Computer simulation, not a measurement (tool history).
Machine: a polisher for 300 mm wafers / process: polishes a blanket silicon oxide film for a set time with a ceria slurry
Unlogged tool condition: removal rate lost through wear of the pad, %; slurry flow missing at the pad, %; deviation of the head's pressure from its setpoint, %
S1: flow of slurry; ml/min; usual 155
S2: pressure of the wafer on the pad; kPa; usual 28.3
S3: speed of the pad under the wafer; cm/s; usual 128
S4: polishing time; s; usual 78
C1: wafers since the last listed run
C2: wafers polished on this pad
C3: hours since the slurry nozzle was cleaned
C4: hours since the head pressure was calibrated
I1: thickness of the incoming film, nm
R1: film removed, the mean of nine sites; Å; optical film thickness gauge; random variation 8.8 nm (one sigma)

{"run": 1, "hour": 0.0, "S1": 155, "S2": 28.3, "S3": 128, "S4": 78, "C1": 0, "C2": 1299, "C3": 69, "C4": 782.4, "I1": 1627.2, "R1": 6898}
{"run": 2, "hour": 16.0, "S1": 155, "S2": 28.3, "S3": 128, "S4": 78, "C1": 211, "C2": 1511, "C3": 85, "C4": 798.4, "I1": 1637, "R1": 6877}
{"run": 3, "hour": 29.0, "S1": 155, "S2": 28.3, "S3": 128, "S4": 78, "C1": 171, "C2": 1682, "C3": 98, "C4": 811.4, "I1": 1635.9, "R1": 6787}
{"run": 4, "hour": 58.2, "S1": 155, "S2": 28.3, "S3": 128, "S4": 78, "C1": 385, "C2": 2068, "C3": 127.2, "C4": 840.6, "I1": 1649.6, "R1": 6870}
{"run": 5, "hour": 78.4, "S1": 155, "S2": 28.3, "S3": 114, "S4": 78, "C1": 266, "C2": 2335, "C3": 147.4, "C4": 860.8, "I1": 1671, "R1": 6270}
{"hour": 82.4, "done": "worn pad replaced by a new one"}
{"run": 6, "hour": 92.3, "S1": 155, "S2": 28.3, "S3": 96, "S4": 78, "C1": 130, "C2": 130, "C3": 161.3, "C4": 874.7, "I1": 1615.8, "R1": 5154}
{"run": 7, "hour": 107.9, "S1": 155, "S2": 28.3, "S3": 96, "S4": 78, "C1": 206, "C2": 336, "C3": 176.9, "C4": 890.3, "I1": 1614.3, "R1": 5100}
{"run": 8, "hour": 120.4, "S1": 125, "S2": 31.7, "S3": 128, "S4": 78, "C1": 165, "C2": 501, "C3": 189.4, "C4": 902.8, "I1": 1618.3, "R1": 7327}
{"run": 9, "hour": 140.9, "S1": 125, "S2": 31.7, "S3": 128, "S4": 78, "C1": 270, "C2": 772, "C3": 209.9, "C4": 923.3, "I1": 1622.4, "R1": 7440}
{"run": 10, "hour": 162.7, "S1": 125, "S2": 31.7, "S3": 128, "S4": 78, "C1": 287, "C2": 1060, "C3": 231.7, "C4": 945.1, "I1": 1638.6, "R1": 7374}
{"run": 11, "hour": 192.5, "S1": 155, "S2": 33.8, "S3": 128, "S4": 78, "C1": 393, "C2": 1453, "C3": 261.5, "C4": 974.9, "I1": 1663.4, "R1": 8129}
{"hour": 195.7, "done": "slurry nozzle cleaned"}
{"run": 12, "hour": 218.9, "S1": 155, "S2": 33.8, "S3": 128, "S4": 78, "C1": 335, "C2": 1789, "C3": 23.2, "C4": 1001.3, "I1": 1677.7, "R1": 8011}
{"run": 13, "hour": 246.4, "S1": 155, "S2": 28.3, "S3": 128, "S4": 78, "C1": 363, "C2": 2152, "C3": 50.7, "C4": 1028.8, "I1": 1618.9, "R1": 6852}
{"hour": 263.7, "done": "worn pad replaced by a new one"}
{"run": 14, "hour": 299.5, "S1": 155, "S2": 28.3, "S3": 128, "S4": 78, "C1": 648, "C2": 472, "C3": 103.8, "C4": 1081.9, "I1": 1673.2, "R1": 6768}
{"run": 15, "hour": 319.5, "S1": 155, "S2": 28.3, "S3": 128, "S4": 78, "C1": 264, "C2": 736, "C3": 123.8, "C4": 1101.9, "I1": 1632, "R1": 6888}
{"run": 16, "hour": 344.1, "S1": 135, "S2": 23.4, "S3": 128, "S4": 78, "C1": 324, "C2": 1061, "C3": 148.4, "C4": 1126.5, "I1": 1643.2, "R1": 5510}
{"run": 17, "hour": 359.2, "S1": 140, "S2": 28.3, "S3": 128, "S4": 78, "C1": 199, "C2": 1260, "C3": 163.5, "C4": 1141.6, "I1": 1651, "R1": 6674}
{"run": 18, "hour": 390.1, "S1": 105, "S2": 32.4, "S3": 112, "S4": 78, "C1": 408, "C2": 1669, "C3": 194.4, "C4": 1172.5, "I1": 1639, "R1": 6535}
{"run": 19, "hour": 409.1, "S1": 105, "S2": 28.3, "S3": 114, "S4": 78, "C1": 250, "C2": 1919, "C3": 213.4, "C4": 1191.5, "I1": 1625.7, "R1": 5715}
{"run": 20, "hour": 434.6, "S1": 155, "S2": 28.3, "S3": 170, "S4": 78, "C1": 336, "C2": 2256, "C3": 238.9, "C4": 1217, "I1": 1657.5, "R1": 9067}
{"hour": 441.6, "done": "worn pad replaced by a new one"}
{"hour": 447.6, "done": "slurry nozzle cleaned"}
{"run": 21, "hour": 452.7, "S1": 155, "S2": 35.2, "S3": 164, "S4": 55, "C1": 172, "C2": 133, "C3": 5.1, "C4": 1235.1, "I1": 1630.8, "R1": 7698}
{"run": 22, "hour": 473.1, "S1": 155, "S2": 18.6, "S3": 114, "S4": 78, "C1": 269, "C2": 403, "C3": 25.5, "C4": 1255.5, "I1": 1641, "R1": 3891}
{"run": 23, "hour": 487.0, "S1": 155, "S2": 28.3, "S3": 128, "S4": 78, "C1": 183, "C2": 586, "C3": 39.4, "C4": 1269.4, "I1": 1601.9, "R1": 6819}
{"run": 24, "hour": 515.6, "S1": 155, "S2": 28.3, "S3": 128, "S4": 78, "C1": 377, "C2": 964, "C3": 68, "C4": 1298, "I1": 1620.9, "R1": 6633}
{"run": 25, "hour": 537.0, "S1": 155, "S2": 28.3, "S3": 128, "S4": 78, "C1": 282, "C2": 1246, "C3": 89.4, "C4": 1319.4, "I1": 1627, "R1": 6828}
{"run": 26, "hour": 564.2, "S1": 210, "S2": 28.3, "S3": 128, "S4": 78, "C1": 359, "C2": 1606, "C3": 116.6, "C4": 1346.6, "I1": 1631.9, "R1": 7165}
{"run": 27, "hour": 589.3, "S1": 155, "S2": 18.6, "S3": 114, "S4": 78, "C1": 331, "C2": 1937, "C3": 141.7, "C4": 1371.7, "I1": 1655.1, "R1": 4018}
{"hour": 604.9, "done": "head pressure recalibrated"}
{"run": 28, "hour": 618.4, "S1": 120, "S2": 28.3, "S3": 128, "S4": 78, "C1": 357, "C2": 2295, "C3": 170.8, "C4": 13.5, "I1": 1634.2, "R1": 6426}
{"hour": 623.9, "done": "worn pad replaced by a new one"}
{"run": 29, "hour": 649.0, "S1": 155, "S2": 28.3, "S3": 128, "S4": 78, "C1": 351, "C2": 331, "C3": 201.4, "C4": 44.1, "I1": 1633.3, "R1": 6867}
{"hour": 658.6, "done": "slurry nozzle cleaned"}
{"run": 30, "hour": 678.5, "S1": 155, "S2": 28.3, "S3": 128, "S4": 78, "C1": 376, "C2": 707, "C3": 19.9, "C4": 73.6, "I1": 1614.8, "R1": 6885}
{"run": 31, "hour": 699.7, "S1": 210, "S2": 28.3, "S3": 128, "S4": 62, "C1": 279, "C2": 987, "C3": 41.1, "C4": 94.8, "I1": 1648.7, "R1": 5639}
{"run": 32, "hour": 725.1, "S1": 155, "S2": 28.3, "S3": 86, "S4": 78, "C1": 335, "C2": 1322, "C3": 66.5, "C4": 120.2, "I1": 1637.4, "R1": 4629}
{"run": 33, "hour": 738.7, "S1": 155, "S2": 32.4, "S3": 128, "S4": 66, "C1": 179, "C2": 1502, "C3": 80.1, "C4": 133.8, "I1": 1654.1, "R1": 6543}
{"run": 34, "hour": 757.4, "S1": 200, "S2": 28.3, "S3": 128, "S4": 78, "C1": 246, "C2": 1749, "C3": 98.8, "C4": 152.5, "I1": 1610.4, "R1": 7031}

What does the tool deliver on the next run?
{"hour": 780.0, "done": "worn pad replaced by a new one"}
{"run": 35, "hour": 857.0, "S1": 155, "S2": 28.3, "S3": 128, "S4": 78, "C1": 1262, "C2": 1016, "C3": 198.4, "C4": 252.1, "I1": 1645.7, "R1": "?"}

R1: 6927 Å
Take away the tool's hidden state, keep the run-to-run variation as it was, and the same run would have given R1 6927 Å.
